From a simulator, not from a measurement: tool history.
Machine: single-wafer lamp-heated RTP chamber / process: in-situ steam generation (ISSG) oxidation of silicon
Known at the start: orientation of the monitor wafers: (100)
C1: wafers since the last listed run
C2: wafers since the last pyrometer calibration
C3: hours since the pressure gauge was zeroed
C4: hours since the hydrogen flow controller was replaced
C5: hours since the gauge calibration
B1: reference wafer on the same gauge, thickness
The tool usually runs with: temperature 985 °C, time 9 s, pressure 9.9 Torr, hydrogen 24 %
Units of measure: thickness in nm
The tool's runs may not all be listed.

Run 1, hour 0: usual settings but time 7 s, pressure 8.7 Torr; C1 0; C2 800; C3 3973.5; C4 3567.1; C5 344.2; B1 3.516. Result: thickness 3.668 nm.
Run 2, hour 27.7: usual settings but time 7 s, pressure 8.7 Torr; C1 184; C2 985; C3 4001.2; C4 3594.8; C5 371.9; B1 3.505. Result: thickness 3.655 nm.
Run 3, hour 47.5: usual settings but time 7 s, pressure 8.7 Torr; C1 132; C2 1117; C3 4021; C4 3614.6; C5 391.7; B1 3.51. Result: thickness 3.657 nm.
Run 4, hour 62.2: usual settings; C1 98; C2 1215; C3 4035.7; C4 3629.3; C5 406.4; B1 3.508. Result: thickness 3.97 nm.
Run 5, hour 95.8: usual settings but time 10 s; C1 224; C2 1440; C3 4069.3; C4 3662.9; C5 440; B1 3.518. Result: thickness 4.133 nm.
Run 6, hour 131.8: usual settings but time 10 s; C1 240; C2 1680; C3 4105.3; C4 3698.9; C5 476; B1 3.514. Result: thickness 4.137 nm.
Run 7, hour 148.7: usual settings but time 10 s; C1 112; C2 1793; C3 4122.2; C4 3715.8; C5 492.9; B1 3.512. Result: thickness 4.131 nm.
Run 8, hour 174.8: usual settings; C1 174; C2 1967; C3 4148.3; C4 3741.9; C5 519; B1 3.507. Result: thickness 3.977 nm.
Run 9, hour 280.8: usual settings; C1 707; C2 2675; C3 4254.3; C4 3847.9; C5 625; B1 3.508. Result: thickness 4.003 nm.
Run 10, hour 293.2: usual settings; C1 82; C2 2758; C3 4266.7; C4 3860.3; C5 637.4; B1 3.507. Result: thickness 4 nm.
Run 11, hour 327.8: usual settings; C1 230; C2 2989; C3 4301.3; C4 3894.9; C5 672; B1 3.513. Result: thickness 4.056 nm.
Run 12, hour 361.9: usual settings; C1 227; C2 3216; C3 4335.4; C4 3929; C5 706.1; B1 3.511. Result: thickness 3.994 nm.
Run 13, hour 390.5: usual settings but temperature 995 °C, time 12 s; C1 190; C2 3407; C3 4364; C4 3957.6; C5 734.7; B1 3.51. Result: thickness 4.702 nm.
At hour 404.3: hydrogen flow controller replaced.
Run 14, hour 413.8: usual settings but temperature 968 °C, time 6 s, pressure 10.2 Torr, hydrogen 32 %; C1 102; C2 3509; C3 4387.3; C4 9.5; C5 758; B1 3.507. Result: thickness 3.521 nm.
Run 15, hour 447.5: usual settings; C1 224; C2 3734; C3 4421; C4 43.2; C5 791.7; B1 3.511. Result: thickness 4.015 nm.
At hour 449.8: gauge calibrated.
Run 16, hour 471.5: usual settings but temperature 994 °C; C1 160; C2 3894; C3 4445; C4 67.2; C5 21.7; B1 3.511. Result: thickness 4.168 nm.
Run 17, hour 495.7: usual settings but time 8 s; C1 161; C2 4056; C3 4469.2; C4 91.4; C5 45.9; B1 3.505. Result: thickness 3.873 nm.
Run 18, hour 510.7: usual settings but temperature 993 °C, time 6 s, pressure 10.2 Torr, hydrogen 19 %; C1 100; C2 4156; C3 4484.2; C4 106.4; C5 60.9; B1 3.508. Result: thickness 3.289 nm.
At hour 522.5: pressure gauge zeroed.
Run 19, hour 525.3: usual settings but temperature 980 °C, hydrogen 21 %; C1 44; C2 4200; C3 2.8; C4 121; C5 75.5; B1 3.507. Result: thickness 3.841 nm.
Run 20, hour 545: usual settings but temperature 995 °C, time 11 s, pressure 10.2 Torr, hydrogen 29 %; C1 131; C2 4332; C3 22.5; C4 140.7; C5 95.2; B1 3.509. Result: thickness 4.704 nm.
At hour 566.9: pyrometer window cleaned and pyrometer calibrated.
Run 21, hour 567.4: usual settings but temperature 995 °C, pressure 9.3 Torr; C1 96; C2 3; C3 44.9; C4 163.1; C5 117.6; B1 3.507. Result: thickness 4.118 nm.
Run 22, hour 584.1: usual settings but temperature 969 °C, time 7 s, pressure 8.9 Torr; C1 111; C2 114; C3 61.6; C4 179.8; C5 134.3; B1 3.517. Result: thickness 3.516 nm.
Run 23, hour 677.7: usual settings but temperature 978 °C, time 7 s; C1 624; C2 739; C3 155.2; C4 273.4; C5 227.9; B1 3.514. Result: thickness 3.508 nm.
Run 24, hour 698: usual settings but time 10 s, pressure 9.5 Torr; C1 135; C2 875; C3 175.5; C4 293.7; C5 248.2; B1 3.513. Result: thickness 4.144 nm.
Run 25, hour 721.6: usual settings; C1 157; C2 1032; C3 199.1; C4 317.3; C5 271.8; B1 3.512. Result: thickness 3.968 nm.

What if the next run were any one of these 3? Each begins from the tool's condition after run 25:
Run A, hour 722.1: usual settings; C1 3; C2 1036; C3 199.6; C4 317.8; C5 272.3; B1 ?. Result: thickness ?.
Run B, hour 722.1: usual settings but temperature 971 °C, pressure 10.2 Torr, hydrogen 28 %; C1 3; C2 1036; C3 199.6; C4 317.8; C5 272.3; B1 ?. Result: thickness ?.
Run C, hour 722.1: usual settings but time 11 s, pressure 10.2 Torr; C1 3; C2 1036; C3 199.6; C4 317.8; C5 272.3; B1 ?. Result: thickness ?.

run    B1  thickness
  A  3.51      3.982
  B  3.51      3.952
  C  3.51      4.288
What these runs would have given with no unlogged condition in the tool:
run  thickness
  A      3.934
  B      3.909
  C      4.232

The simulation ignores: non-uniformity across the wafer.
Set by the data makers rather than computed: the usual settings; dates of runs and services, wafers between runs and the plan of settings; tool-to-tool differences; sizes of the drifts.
